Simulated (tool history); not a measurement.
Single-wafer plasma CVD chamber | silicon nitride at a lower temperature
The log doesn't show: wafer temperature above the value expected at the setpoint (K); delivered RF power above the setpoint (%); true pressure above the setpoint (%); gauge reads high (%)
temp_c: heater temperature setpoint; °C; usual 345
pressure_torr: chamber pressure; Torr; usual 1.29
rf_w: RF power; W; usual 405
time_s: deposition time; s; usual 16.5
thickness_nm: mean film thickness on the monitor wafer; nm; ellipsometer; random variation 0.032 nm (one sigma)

| run | hour | temp_c | pressure_torr | rf_w | time_s | wafers since the last listed run | hours since the last thermocouple change | hours since the last RF generator calibration | hours since the last manometer calibration | hours since the showerhead was replaced | hours since the gauge calibration | read-back reference wafer on the same gauge, thickness_nm | thickness_nm |
|---|---|---|---|---|---|---|---|---|---|---|---|---|---|
| 1 | 0 | 345 | 1.29 | 405 | 16.5 | 0 | 1313 | 1594.2 | 2818.2 | 4391.8 | 351.4 | 22.602 | 20.538 |
| 2 | 34.3 | 345 | 1.29 | 405 | 16.5 | 508 | 1347.3 | 1628.5 | 2852.5 | 4426.1 | 385.7 | 22.609 | 20.491 |
| 3 | 86.9 | 345 | 1.29 | 405 | 16.5 | 779 | 1399.9 | 1681.1 | 2905.1 | 4478.7 | 438.3 | 22.598 | 20.489 |
| 4 | 111.1 | 340 | 1.29 | 405 | 16.5 | 358 | 1424.1 | 1705.3 | 2929.3 | 4502.9 | 462.5 | 22.614 | 20.534 |
| 5 | 283.4 | 334 | 1.29 | 350 | 16.5 | 2552 | 1596.4 | 1877.6 | 3101.6 | 4675.2 | 634.8 | 22.603 | 18.519 |
|  | 292.3 | showerhead replaced |
|  | 321.3 | gauge calibrated |
|  | 323.3 | RF generator calibrated |
| 6 | 323.8 | 334 | 1.29 | 350 | 16.5 | 361 | 1636.8 | 0.5 | 3142 | 31.5 | 2.5 | 22.598 | 19.21 |
|  | 339.1 | capacitance manometer re-zeroed and calibrated |
| 7 | 381 | 345 | 1.29 | 405 | 16.5 | 728 | 1694 | 57.7 | 41.9 | 88.7 | 59.7 | 22.594 | 21.558 |
|  | 394.2 | thermocouple changed; heater temperature recalibrated |
| 8 | 405.4 | 345 | 1.29 | 405 | 16.5 | 242 | 11.2 | 82.1 | 66.3 | 113.1 | 84.1 | 22.597 | 21.548 |
| 9 | 442.9 | 345 | 1.29 | 405 | 16.5 | 555 | 48.7 | 119.6 | 103.8 | 150.6 | 121.6 | 22.602 | 21.489 |
| 10 | 503.4 | 341 | 1.1 | 360 | 16.5 | 896 | 109.2 | 180.1 | 164.3 | 211.1 | 182.1 | 22.587 | 18.868 |
| 11 | 538 | 338 | 1.6 | 405 | 17.5 | 512 | 143.8 | 214.7 | 198.9 | 245.7 | 216.7 | 22.588 | 24.079 |
| 12 | 587.2 | 345 | 1.58 | 380 | 14.5 | 728 | 193 | 263.9 | 248.1 | 294.9 | 265.9 | 22.607 | 18.858 |
| 13 | 649.9 | 345 | 1.29 | 405 | 16.5 | 928 | 255.7 | 326.6 | 310.8 | 357.6 | 328.6 | 22.599 | 21.181 |
| 14 | 708.9 | 345 | 0.97 | 450 | 14.3 | 874 | 314.7 | 385.6 | 369.8 | 416.6 | 387.6 | 22.597 | 18.132 |
| 15 | 765.5 | 345 | 0.97 | 450 | 14.3 | 838 | 371.3 | 442.2 | 426.4 | 473.2 | 444.2 | 22.59 | 18.122 |
| 16 | 833.4 | 345 | 1.2 | 405 | 16.5 | 1005 | 439.2 | 510.1 | 494.3 | 541.1 | 512.1 | 22.61 | 20.599 |
| 17 | 861.3 | 345 | 1.54 | 430 | 17.7 | 413 | 467.1 | 538 | 522.2 | 569 | 540 | 22.602 | 24.605 |
| 18 | 891.3 | 336 | 1.59 | 405 | 16.5 | 444 | 497.1 | 568 | 552.2 | 599 | 570 | 22.606 | 22.296 |

3 ways to go on from here, each from the tool as it stands after run 18. What would each give?
| A | 891.7 | 345 | 1.29 | 405 | 16.5 | 5 | 497.5 | 568.4 | 552.6 | 599.4 | 570.4 | ? | ? |
| B | 891.7 | 345 | 1.54 | 405 | 16.5 | 5 | 497.5 | 568.4 | 552.6 | 599.4 | 570.4 | ? | ? |
| C | 891.7 | 345 | 1.04 | 355 | 16.5 | 5 | 497.5 | 568.4 | 552.6 | 599.4 | 570.4 | ? | ? |

| run | read-back reference wafer on the same gauge, thickness_nm | thickness_nm |
|---|---|---|
| A | 22.591 | 21.006 |
| B | 22.591 | 22.021 |
| C | 22.591 | 18.024 |
Without the tool's hidden state the same runs would have given:
| run | thickness_nm |
|---|---|
| A | 21.67 |
| B | 22.71 |
| C | 18.632 |

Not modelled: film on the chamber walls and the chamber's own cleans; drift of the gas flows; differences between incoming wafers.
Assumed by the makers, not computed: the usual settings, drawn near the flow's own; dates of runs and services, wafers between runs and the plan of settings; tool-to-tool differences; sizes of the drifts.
